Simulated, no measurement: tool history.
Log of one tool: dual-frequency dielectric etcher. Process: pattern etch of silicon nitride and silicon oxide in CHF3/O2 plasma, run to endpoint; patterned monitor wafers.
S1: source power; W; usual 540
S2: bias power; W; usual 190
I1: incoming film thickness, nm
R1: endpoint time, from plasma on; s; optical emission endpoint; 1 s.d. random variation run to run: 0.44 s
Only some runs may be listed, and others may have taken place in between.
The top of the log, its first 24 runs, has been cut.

At hour 1783.7: upper electrode replaced.
Run 25, hour 1811.2: usual settings but S1 410 W, S2 207 W; I1 175.5. Result: R1 131.1 s.
Run 26, hour 1865.7: usual settings but S1 600 W, S2 231 W; I1 177.5. Result: R1 105.5 s.
Run 27, hour 1932.9: usual settings but S2 236 W; I1 172.8. Result: R1 107.1 s.
At hour 2001.4: wet clean of the chamber.
Run 28, hour 2007.5: usual settings but S1 590 W, S2 204 W; I1 175.0. Result: R1 113.1 s.
Run 29, hour 2069.9: usual settings; I1 177.5. Result: R1 122.9 s.
Run 30, hour 2149.1: usual settings but S1 450 W, S2 227 W; I1 176.2. Result: R1 124.4 s.
Run 31, hour 2188.5: usual settings but S1 410 W, S2 144 W; I1 174.0. Result: R1 151.0 s.
Run 32, hour 2235.7: usual settings but S1 580 W, S2 145 W; I1 175.2. Result: R1 126.2 s.
Run 33, hour 2287.7: usual settings but S1 410 W, S2 161 W; I1 175.4. Result: R1 146.2 s.
Run 34, hour 2350.7: usual settings; I1 174.7. Result: R1 118.6 s.

What if the next run were any one of these 5? Each begins from the tool's condition after run 34:
Run A, hour 2351.2: usual settings; I1 176.9. Result: R1 ?.
Run B, hour 2351.2: usual settings but S1 480 W, S2 236 W; I1 176.9. Result: R1 ?.
Run C, hour 2351.2: usual settings but S1 620 W, S2 220 W; I1 176.9. Result: R1 ?.
Run D, hour 2351.2: usual settings but S1 420 W, S2 238 W; I1 176.9. Result: R1 ?.
Run E, hour 2351.2: usual settings but S1 500 W; I1 176.9. Result: R1 ?.

run     R1
  A  120.9
  B  118.5
  C  107.7
  D  126.2
  E  125.5
Had the tool no hidden state, the same runs would have come out as:
run     R1
  A  122.0
  B  119.6
  C  108.6
  D  127.4
  E  126.6
